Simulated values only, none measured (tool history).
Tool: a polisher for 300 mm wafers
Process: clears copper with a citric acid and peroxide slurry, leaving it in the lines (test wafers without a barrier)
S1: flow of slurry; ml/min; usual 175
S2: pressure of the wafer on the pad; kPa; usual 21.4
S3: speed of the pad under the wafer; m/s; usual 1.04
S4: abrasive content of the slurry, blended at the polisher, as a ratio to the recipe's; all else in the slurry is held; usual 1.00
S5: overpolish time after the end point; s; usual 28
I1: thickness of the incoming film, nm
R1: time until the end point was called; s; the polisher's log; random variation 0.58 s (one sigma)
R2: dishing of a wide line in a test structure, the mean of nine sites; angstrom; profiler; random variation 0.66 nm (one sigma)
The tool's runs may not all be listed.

| run | hour | S1 | S2 | S3 | S4 | S5 | I1 | R1 | R2 |
|---|---|---|---|---|---|---|---|---|---|
| 1 | 0.0 | 175 | 21.4 | 1.04 | 1.00 | 28 | 180.5 | 71.4 | 368 |
| 2 | 25.9 | 175 | 21.4 | 1.04 | 1.00 | 28 | 178.5 | 71.9 | 372 |
|  | 50.0 | head pressure recalibrated |
| 3 | 50.5 | 175 | 21.4 | 1.04 | 1.00 | 28 | 183.5 | 75.7 | 367 |
|  | 81.0 | worn pad replaced by a new one |
| 4 | 81.5 | 175 | 21.4 | 1.04 | 1.00 | 28 | 179.0 | 69.7 | 382 |
| 5 | 113.4 | 175 | 21.4 | 1.04 | 1.00 | 28 | 183.3 | 71.3 | 387 |
| 6 | 146.3 | 175 | 21.4 | 1.04 | 1.20 | 23 | 178.6 | 69.0 | 332 |
|  | 152.8 | slurry blender recalibrated |
| 7 | 164.4 | 175 | 21.4 | 1.04 | 1.00 | 28 | 178.0 | 71.6 | 366 |
| 8 | 187.4 | 175 | 21.4 | 1.04 | 1.00 | 28 | 180.4 | 74.1 | 378 |
| 9 | 207.9 | 175 | 21.4 | 1.04 | 1.00 | 28 | 183.0 | 75.1 | 364 |
| 10 | 242.3 | 140 | 21.4 | 0.68 | 1.00 | 28 | 180.3 | 127.2 | 257 |
| 11 | 266.8 | 175 | 27.6 | 1.16 | 0.75 | 33 | 181.6 | 58.9 | 449 |
|  | 268.3 | slurry nozzle cleaned |
|  | 286.3 | worn pad replaced by a new one |
|  | 338.0 | slurry blender recalibrated |
| 12 | 366.6 | 175 | 21.4 | 1.04 | 1.00 | 28 | 181.1 | 65.1 | 396 |
| 13 | 383.3 | 175 | 21.4 | 1.04 | 1.00 | 28 | 178.7 | 66.3 | 385 |
| 14 | 415.8 | 175 | 21.4 | 1.04 | 1.15 | 28 | 178.7 | 65.6 | 393 |
| 15 | 446.5 | 175 | 21.4 | 1.04 | 1.00 | 28 | 176.8 | 68.2 | 374 |
| 16 | 468.5 | 175 | 15.2 | 1.04 | 1.10 | 32 | 181.7 | 100.1 | 331 |
|  | 496.2 | worn pad replaced by a new one |
| 17 | 499.6 | 175 | 14.5 | 1.04 | 1.00 | 28 | 178.6 | 96.8 | 300 |
|  | 524.9 | slurry blender recalibrated |
| 18 | 527.5 | 140 | 21.4 | 0.74 | 1.00 | 28 | 180.7 | 98.1 | 302 |
| 19 | 541.3 | 175 | 21.4 | 1.04 | 0.90 | 38 | 178.1 | 67.3 | 445 |
| 20 | 553.8 | 175 | 18.6 | 1.16 | 1.00 | 21 | 179.9 | 70.2 | 319 |
| 21 | 578.0 | 150 | 21.4 | 1.36 | 1.00 | 20 | 177.8 | 54.8 | 364 |
| 22 | 590.9 | 175 | 21.4 | 1.04 | 1.00 | 28 | 180.2 | 68.7 | 385 |
| 23 | 625.0 | 175 | 21.4 | 1.04 | 1.00 | 28 | 180.5 | 70.2 | 375 |
| 24 | 638.8 | 225 | 21.4 | 1.16 | 1.00 | 28 | 180.1 | 60.5 | 411 |
| 25 | 669.9 | 130 | 21.4 | 0.74 | 1.00 | 28 | 177.9 | 108.2 | 287 |
|  | 677.7 | worn pad replaced by a new one |
| 26 | 720.9 | 175 | 21.4 | 1.04 | 1.10 | 28 | 182.1 | 68.7 | 378 |
|  | 734.8 | slurry blender recalibrated |
| 27 | 752.5 | 175 | 21.4 | 1.04 | 1.00 | 28 | 179.2 | 70.0 | 372 |

Hidden state or all else? Some run-to-run changes of R1, split into what the settings, what came in and random variation would give without the hidden state, and what is left for the hidden state (with any gauge scatter that isn't in both results):
The hidden state here: removal rate lost through wear of the pad, %; slurry flow missing at the pad, %; deviation of the head's pressure from its setpoint, %; abrasive missing from the slurry, %.
Run 9 -> 10: S1 175 -> 140, S3 1.04 -> 0.68. R1 +52.1 s: hidden state +13.9, all else +38.2.
Run 10 -> 11: S1 140 -> 175, S2 21.4 -> 27.6, S3 0.68 -> 1.16, S4 1.00 -> 0.75, S5 28 -> 33. R1 -68.3 s: hidden state -13.4, all else -54.9.
